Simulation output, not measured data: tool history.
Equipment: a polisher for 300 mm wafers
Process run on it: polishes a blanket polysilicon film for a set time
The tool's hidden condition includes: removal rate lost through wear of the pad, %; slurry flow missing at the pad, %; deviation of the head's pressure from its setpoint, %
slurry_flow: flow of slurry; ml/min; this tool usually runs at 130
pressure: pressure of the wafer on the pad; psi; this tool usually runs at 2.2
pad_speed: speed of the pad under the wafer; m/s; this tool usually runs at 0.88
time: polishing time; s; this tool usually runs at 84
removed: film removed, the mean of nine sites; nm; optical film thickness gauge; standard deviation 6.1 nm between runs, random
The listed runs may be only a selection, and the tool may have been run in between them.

run   hour  slurry_flow  pressure  pad_speed  time  wafers since the last listed run  wafers polished on this pad  hours since the slurry nozzle was cleaned  hours since the head pressure was calibrated  incoming thickness of the incoming film, nm  removed
  1      0          130       2.2       0.88    84                                 0                          986                                         76                                         328.7                                       1339.1    575.3
       2.8  -- worn pad replaced by a new one
  2     32          130       2.2       0.88    84                               158                          158                                        108                                         360.7                                       1323.2      581
      51.1  -- head pressure recalibrated
  3   79.8          130       2.2       0.88    84                               248                          406                                      155.8                                          28.7                                       1334.1    529.6
  4  148.3          130       2.2       0.88    84                               371                          778                                      224.3                                          97.2                                       1321.6    533.8
  5  193.6          130       2.4       0.88    84                               245                         1023                                      269.6                                         142.5                                       1345.4    585.5
       220  -- worn pad replaced by a new one
  6  222.2          130       2.2       0.88    84                               133                           11                                      298.2                                         171.1                                       1331.1    554.3
  7  257.9          130       2.2       0.88    84                               193                          205                                      333.9                                         206.8                                       1328.4    557.8
     275.9  -- slurry nozzle cleaned
  8  298.9          100       2.5       1.04    96                               216                          422                                         23                                         247.8                                       1332.9    774.6
  9  338.4          130       2.2       0.88    84                               214                          636                                       62.5                                         287.3                                       1326.3    561.1
     392.2  -- head pressure recalibrated
 10  399.7          130       2.2       0.88    84                               321                          958                                      123.8                                           7.5                                       1330.4    598.4
       417  -- worn pad replaced by a new one
 11  454.3          130       2.2       0.88    84                               274                          202                                      178.4                                          62.1                                       1336.4    612.3
 12  508.8          130       2.2       0.78    84                               295                          497                                      232.9                                         116.6                                       1326.2    552.5
     525.5  -- head pressure recalibrated, repeated, since the last time left the tool worse
 13  558.4          130       2.2       0.88    60                               258                          755                                      282.5                                          32.9                                       1348.7    385.4
 14  614.9          110       2.5       0.66   112                               306                         1062                                        339                                          89.4                                         1340    605.4

4 options for the next run, each taken on its own from the tool as it stands now. Forecast them:
  A  615.3          130       2.2       0.88   103                                 2                         1064                                      339.4                                          89.8                                       1356.6        ?
  B  615.3          130       1.9       0.88    68                                 2                         1064                                      339.4                                          89.8                                       1356.6        ?
  C  615.3          130       1.7       0.88    60                                 2                         1064                                      339.4                                          89.8                                       1356.6        ?
  D  615.3           95       2.2       0.76    98                                 2                         1064                                      339.4                                          89.8                                       1356.6        ?

run  removed
  A    647.6
  B    369.2
  C    291.5
  D    501.1
With no hidden state in the tool, these same runs would have given:
run  removed
  A    645.5
  B      368
  C    290.5
  D    499.4
